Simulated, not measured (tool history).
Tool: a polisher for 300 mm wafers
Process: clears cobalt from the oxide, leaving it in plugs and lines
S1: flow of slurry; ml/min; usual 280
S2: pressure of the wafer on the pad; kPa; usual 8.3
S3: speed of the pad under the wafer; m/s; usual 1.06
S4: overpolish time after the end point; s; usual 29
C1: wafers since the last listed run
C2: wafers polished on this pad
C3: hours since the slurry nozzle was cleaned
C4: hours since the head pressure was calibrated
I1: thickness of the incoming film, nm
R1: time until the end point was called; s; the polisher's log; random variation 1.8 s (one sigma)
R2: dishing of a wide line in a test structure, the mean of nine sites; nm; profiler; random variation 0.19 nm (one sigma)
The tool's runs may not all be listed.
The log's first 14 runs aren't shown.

run	day	S1	S2	S3	S4	C1	C2	C3	C4	I1	R1	R2
15	31.721	350	8.3	1.06	29	162	1142	332.3	650.1	364.8	126.3	12.8
# day 32.725: head pressure recalibrated
16	32.858	280	8.3	0.84	38	119	1262	359.6	3.2	360.1	184.0	12.8
17	34.196	350	8.3	1.06	29	151	1413	391.7	35.3	365.6	139.8	12.7
# day 34.321: slurry nozzle cleaned
18	35.292	280	8.3	1.06	33	119	1533	23.3	61.6	360.8	139.2	12.8
19	36.492	360	8.3	1.06	29	136	1669	52.1	90.4	359.7	136.9	12.9
20	37.596	235	8.3	1.06	29	125	1794	78.6	116.9	356.0	137.0	12.9
# day 38.996: worn pad replaced by a new one
21	39.396	235	6.9	1.06	15	185	45	121.8	160.1	358.6	170.9	11.8
22	41.462	355	8.3	1.18	20	234	279	171.4	209.7	363.8	123.7	12.6
23	43.225	230	8.3	0.70	29	199	479	213.7	252.0	364.4	209.2	12.5
24	44.392	280	8.3	1.06	29	132	611	241.7	280.0	359.6	135.2	12.5
25	46.825	280	8.3	1.06	33	275	887	300.1	338.4	361.9	133.8	13.0
26	49.692	280	9.7	1.18	18	325	1212	368.9	407.2	358.4	103.3	12.7
27	51.962	240	11.0	1.24	44	257	1470	423.4	461.7	357.1	86.5	12.6
# day 52.121: slurry nozzle cleaned
28	53.162	280	8.3	0.82	29	131	1601	25.0	490.5	360.4	170.0	12.7

The next listed run, before its measurement:
# day 56.412: worn pad replaced by a new one
# day 58.204: head pressure recalibrated
29	59.692	280	7.6	0.84	29	711	362	181.7	35.7	355.6	?	?

{"run 29": {"R1": 187.8, "R2": 12.6}}
Without the tool's hidden state the same run would have given R1 189.2 s, R2 12.6 nm.
